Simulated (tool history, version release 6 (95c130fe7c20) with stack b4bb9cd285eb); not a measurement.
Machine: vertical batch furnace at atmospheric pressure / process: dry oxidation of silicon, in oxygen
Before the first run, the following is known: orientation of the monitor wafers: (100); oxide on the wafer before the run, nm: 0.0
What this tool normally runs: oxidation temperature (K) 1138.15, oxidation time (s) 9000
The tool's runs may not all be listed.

| run | hour | oxidation temperature (K) | oxidation time (s) | wafers since the last listed run | hours since the last temperature calibration | hours since the boat lift was adjusted | hours since the gauge calibration | read-back reference wafer on the same gauge, thickness | oxide thickness on the monitor wafer (angstrom) |
|---|---|---|---|---|---|---|---|---|---|
| 1 | 0 | 1138.15 | 9000 | 0 | 321 | 3143.6 | 679 | 25 | 243.5 |
| 2 | 53.7 | 1138.15 | 9000 | 550 | 374.7 | 3197.3 | 732.7 | 25.01 | 245.8 |
| 3 | 96.1 | 1138.15 | 9000 | 434 | 417.1 | 3239.7 | 775.1 | 25.01 | 244.9 |
| 4 | 196.3 | 1118.15 | 10170 | 1027 | 517.3 | 3339.9 | 875.3 | 24.98 | 214.4 |
| 5 | 244.6 | 1118.15 | 10170 | 495 | 565.6 | 3388.2 | 923.6 | 24.99 | 212.3 |
| 6 | 296.9 | 1118.15 | 10170 | 536 | 617.9 | 3440.5 | 975.9 | 24.98 | 214.1 |
| 7 | 374.7 | 1138.15 | 9000 | 797 | 695.7 | 3518.3 | 1053.7 | 25 | 247.5 |
| 8 | 480.9 | 1138.15 | 9000 | 1088 | 801.9 | 3624.5 | 1159.9 | 24.99 | 244.6 |
| 9 | 530.6 | 1138.15 | 10410 | 509 | 851.6 | 3674.2 | 1209.6 | 25.02 | 268 |
| 10 | 605.3 | 1123.15 | 9000 | 765 | 926.3 | 3748.9 | 1284.3 | 24.97 | 208 |
| 11 | 680.5 | 1131.15 | 6150 | 770 | 1001.5 | 3824.1 | 1359.5 | 25.01 | 177.3 |
| 12 | 747.5 | 1131.15 | 6150 | 686 | 1068.5 | 3891.1 | 1426.5 | 25.02 | 176.6 |
| 13 | 848.3 | 1131.15 | 6150 | 1033 | 1169.3 | 3991.9 | 1527.3 | 25.01 | 178.2 |
| 14 | 933.8 | 1138.15 | 9000 | 876 | 1254.8 | 4077.4 | 1612.8 | 24.99 | 245.5 |
| 15 | 1004.1 | 1138.15 | 9000 | 720 | 1325.1 | 4147.7 | 1683.1 | 25.02 | 245.4 |
| 16 | 1055.6 | 1138.15 | 9000 | 527 | 1376.6 | 4199.2 | 1734.6 | 24.99 | 245.7 |
|  | 1137.2 | gauge calibrated |
| 17 | 1159.4 | 1138.15 | 9000 | 1063 | 1480.4 | 4303 | 22.2 | 24.99 | 247.7 |
| 18 | 1249.9 | 1138.15 | 9000 | 927 | 1570.9 | 4393.5 | 112.7 | 24.98 | 246.7 |
| 19 | 1357.8 | 1138.15 | 9000 | 1105 | 1678.8 | 4501.4 | 220.6 | 24.97 | 246.1 |
| 20 | 1420 | 1138.15 | 9000 | 637 | 1741 | 4563.6 | 282.8 | 24.99 | 245.5 |
| 21 | 1509.6 | 1158.15 | 11670 | 918 | 1830.6 | 4653.2 | 372.4 | 25.01 | 364.5 |
| 22 | 1611.9 | 1138.15 | 9000 | 1048 | 1932.9 | 4755.5 | 474.7 | 24.99 | 245.9 |
| 23 | 1706.9 | 1138.15 | 9000 | 973 | 2027.9 | 4850.5 | 569.7 | 25 | 244.9 |
| 24 | 1899.9 | 1138.15 | 9000 | 1978 | 2220.9 | 5043.5 | 762.7 | 25 | 246.3 |
| 25 | 1937 | 1119.15 | 5070 | 380 | 2258 | 5080.6 | 799.8 | 25 | 134.5 |
| 26 | 2019.8 | 1138.15 | 13290 | 848 | 2340.8 | 5163.4 | 882.6 | 25.01 | 319.4 |
| 27 | 2092.4 | 1138.15 | 6570 | 744 | 2413.4 | 5236 | 955.2 | 24.98 | 199.8 |
| 28 | 2136.1 | 1138.15 | 9000 | 447 | 2457.1 | 5279.7 | 998.9 | 24.99 | 246 |
|  | 2200.5 | thermocouples replaced and temperature profile calibrated |
| 29 | 2243.3 | 1152.15 | 10680 | 852 | 42.8 | 5386.9 | 1106.1 | 24.98 | 320.7 |
| 30 | 2314.6 | 1151.15 | 9000 | 730 | 114.1 | 5458.2 | 1177.4 | 25.02 | 281 |
|  | 2341 | boat lift adjusted |
| 31 | 2404 | 1151.15 | 13440 | 670 | 203.5 | 63 | 1266.8 | 24.95 | 368.1 |
| 32 | 2481.4 | 1158.15 | 6990 | 793 | 280.9 | 140.4 | 1344.2 | 25 | 257 |
| 33 | 2570.5 | 1146.15 | 5670 | 913 | 370 | 229.5 | 1433.3 | 25.03 | 197.7 |
| 34 | 2639.8 | 1161.15 | 9000 | 710 | 439.3 | 298.8 | 1502.6 | 25.01 | 314.8 |
| 35 | 2717.8 | 1138.15 | 9000 | 799 | 517.3 | 376.8 | 1580.6 | 25 | 245.8 |
| 36 | 2802.4 | 1148.15 | 12660 | 867 | 601.9 | 461.4 | 1665.2 | 24.99 | 343.5 |
| 37 | 2853.2 | 1125.15 | 12240 | 520 | 652.7 | 512.2 | 1716 | 25.04 | 261.4 |
| 38 | 2930 | 1118.15 | 13140 | 787 | 729.5 | 589 | 1792.8 | 24.99 | 250.6 |

Hidden state, per run?
true tube temperature minus thermocouple reading, K: 0 in every run
monitor wafer colder than the profiled boat position, K: 0 in every run
gauge reads high (%): 0 in every run
